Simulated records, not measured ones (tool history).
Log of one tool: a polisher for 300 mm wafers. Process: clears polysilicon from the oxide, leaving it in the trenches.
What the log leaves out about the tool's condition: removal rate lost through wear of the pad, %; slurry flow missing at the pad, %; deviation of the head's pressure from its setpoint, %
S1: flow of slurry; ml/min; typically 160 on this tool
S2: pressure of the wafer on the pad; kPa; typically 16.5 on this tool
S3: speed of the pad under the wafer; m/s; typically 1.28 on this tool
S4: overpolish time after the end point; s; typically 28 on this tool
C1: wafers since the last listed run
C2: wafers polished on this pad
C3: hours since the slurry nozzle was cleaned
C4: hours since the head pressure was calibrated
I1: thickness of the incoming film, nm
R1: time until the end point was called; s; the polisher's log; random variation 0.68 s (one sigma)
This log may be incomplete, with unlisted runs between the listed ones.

run 1 day=0.000 | S1=160 S2=16.5 S3=1.28 S4=28 | C1=0 C2=1755 C3=144.5 C4=481.4 | I1=765.7 | R1=47.9
-- day=1.704 worn pad replaced by a new one
run 2 day=3.950 | S1=160 S2=16.5 S3=1.28 S4=28 | C1=908 C2=539 C3=239.3 C4=576.2 | I1=772.1 | R1=44.0
run 3 day=6.338 | S1=160 S2=16.5 S3=1.28 S4=28 | C1=573 C2=1112 C3=296.6 C4=633.5 | I1=772.6 | R1=45.8
-- day=7.796 slurry nozzle cleaned
run 4 day=8.546 | S1=160 S2=16.5 S3=1.28 S4=28 | C1=520 C2=1633 C3=18.0 C4=686.5 | I1=772.8 | R1=47.5
-- day=11.588 worn pad replaced by a new one
run 5 day=12.608 | S1=160 S2=16.5 S3=1.28 S4=28 | C1=935 C2=245 C3=115.5 C4=784.0 | I1=755.9 | R1=43.4
run 6 day=16.333 | S1=160 S2=16.5 S3=1.28 S4=28 | C1=894 C2=1140 C3=204.9 C4=873.4 | I1=769.4 | R1=46.3
run 7 day=20.517 | S1=160 S2=16.5 S3=1.28 S4=28 | C1=1005 C2=2145 C3=305.3 C4=973.8 | I1=778.4 | R1=48.8
-- day=21.246 worn pad replaced by a new one
-- day=21.917 slurry nozzle cleaned
run 8 day=24.767 | S1=160 S2=16.5 S3=1.28 S4=28 | C1=971 C2=835 C3=68.4 C4=1075.8 | I1=765.5 | R1=44.1
-- day=25.517 head pressure recalibrated
run 9 day=27.596 | S1=160 S2=16.5 S3=1.00 S4=35 | C1=659 C2=1495 C3=136.3 C4=49.9 | I1=776.9 | R1=59.3

Run 10 comes next. What will it give?
-- day=30.379 worn pad replaced by a new one
run 10 day=30.592 | S1=160 S2=16.5 S3=1.66 S4=28 | C1=679 C2=51 C3=208.2 C4=121.8 | I1=767.8 | R1=?

R1: 32.5 s
With the hidden condition absent and the run-to-run variation left alone, this run would have shown R1 32.1 s.

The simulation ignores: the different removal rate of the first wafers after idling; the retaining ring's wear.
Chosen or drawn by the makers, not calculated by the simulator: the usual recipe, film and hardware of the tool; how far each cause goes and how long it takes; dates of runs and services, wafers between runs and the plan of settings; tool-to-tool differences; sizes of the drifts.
